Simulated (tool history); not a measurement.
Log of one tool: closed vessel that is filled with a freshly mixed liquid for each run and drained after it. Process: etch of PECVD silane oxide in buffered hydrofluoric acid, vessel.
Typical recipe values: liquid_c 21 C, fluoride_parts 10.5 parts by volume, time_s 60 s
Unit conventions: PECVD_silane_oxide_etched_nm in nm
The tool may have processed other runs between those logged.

run     day  liquid_c  fluoride_parts  time_s  wafers since the last listed run  hours since the thermometer was replaced  hours since the hydrofluoric acid flow meter was replaced  hours since the gauge calibration  read-back film thickness of the PECVD silane oxide reference wafer, read on the same gauge (nm)  PECVD_silane_oxide_etched_nm
  1       0      24.5            10.5      60                                 0                                    1798.3                                                      211.9                               40.9                                                                                           100.01                        190.17
  2   0.467        21               9      75                               818                                    1809.5                                                      223.1                               52.1                                                                                            99.98                        222.34
  3   0.958        21               9      75                               862                                    1821.3                                                      234.9                               63.9                                                                                           100.01                        222.14
  4   1.242        21               9      75                               496                                    1828.1                                                      241.7                               70.7                                                                                           100.02                        220.53
  5   1.812        21            10.5      40                              1000                                    1841.8                                                      255.4                               84.4                                                                                           100.01                        105.02
  6   2.262        21            10.5      40                               789                                    1852.6                                                      266.2                               95.2                                                                                           100.01                        104.47
  7   2.596        21            10.5      40                               584                                    1860.6                                                      274.2                              103.2                                                                                              100                        104.51
  8   3.146        21            10.5      60                               964                                    1873.8                                                      287.4                              116.4                                                                                              100                        156.83
  9   3.829        21            10.5      60                              1198                                    1890.2                                                      303.8                              132.8                                                                                           100.03                        154.72
 10   4.417        21            10.5      60                              1030                                    1904.3                                                      317.9                              146.9                                                                                              100                        155.53
      4.525  -- thermometer replaced
 11   4.879      17.5            10.5      60                               737                                       8.5                                                        329                                158                                                                                           100.01                        127.75
 12   5.496      17.5            10.5      60                              1081                                      23.3                                                      343.8                              172.8                                                                                            99.98                        126.72
 13   5.983      17.5            10.5      60                               854                                        35                                                      355.5                              184.5                                                                                              100                        127.27
 14   6.317        21             9.5      60                               584                                        43                                                      363.5                              192.5                                                                                           100.01                        170.55
 15   6.604      22.5            10.5      80                               504                                      49.9                                                      370.4                              199.4                                                                                           100.01                        222.85
      7.117  -- gauge calibrated
 16   7.162        21            10.5      60                               979                                      63.3                                                      383.8                                1.1                                                                                              100                        155.19
 17   7.642      19.5               7      60                               840                                      74.8                                                      395.3                               12.6                                                                                            99.97                        206.03
 18   8.112      18.5            10.5      60                               825                                      86.1                                                      406.6                               23.9                                                                                           100.01                        133.68
 19   8.525        25            12.5      75                               723                                        96                                                      416.5                               33.8                                                                                            99.99                        201.45
 20   9.171        23            13.5      60                              1132                                     111.5                                                        432                               49.3                                                                                            99.99                         133.7
 21   9.621        21            10.5      85                               789                                     122.3                                                      442.8                               60.1                                                                                              100                        217.74
 22  10.238        21            10.5      60                              1081                                     137.1                                                      457.6                               74.9                                                                                           100.03                        153.68
     10.346  -- hydrofluoric acid flow meter replaced
 23  10.692      19.5              13      75                               723                                       148                                                        8.3                               85.8                                                                                            99.98                        150.98
 24  11.512        21            10.5      60                              1439                                     167.7                                                         28                              105.5                                                                                           100.01                           161
 25  11.958        18            10.5      60                               781                                     178.4                                                       38.7                              116.2                                                                                           100.01                        135.07
 26  12.508        17               8      45                               964                                     191.6                                                       51.9                              129.4                                                                                            99.99                        122.42
 27  12.779        21            14.5      85                               474                                     198.1                                                       58.4                              135.9                                                                                              100                        165.68
 28  13.167        21            10.5      60                               679                                     207.4                                                       67.7                              145.2                                                                                           100.02                        160.94
 29  13.675        21            10.5      60                               891                                     219.6                                                       79.9                              157.4                                                                                           100.02                        159.18

Each row is a separate what-if for the run after 29, all from the same tool condition, not one after another. Results?
  A  13.704        21            10.5      75                                51                                     220.3                                                       80.6                              158.1                                                                                                ?                             ?
  B  13.704        21              13      60                                51                                     220.3                                                       80.6                              158.1                                                                                                ?                             ?
  C  13.704      19.5               8      60                                51                                     220.3                                                       80.6                              158.1                                                                                                ?                             ?
  D  13.704        25            10.5      60                                51                                     220.3                                                       80.6                              158.1                                                                                                ?                             ?

run  read-back film thickness of the PECVD silane oxide reference wafer, read on the same gauge (nm)  PECVD_silane_oxide_etched_nm
  A                                                                                              100                        200.06
  B                                                                                              100                         129.9
  C                                                                                              100                        187.13
  D                                                                                              100                        199.35
Had the tool no hidden state, the same runs would have come out as:
run  PECVD_silane_oxide_etched_nm
  A                           203
  B                        131.81
  C                        190.17
  D                        202.27

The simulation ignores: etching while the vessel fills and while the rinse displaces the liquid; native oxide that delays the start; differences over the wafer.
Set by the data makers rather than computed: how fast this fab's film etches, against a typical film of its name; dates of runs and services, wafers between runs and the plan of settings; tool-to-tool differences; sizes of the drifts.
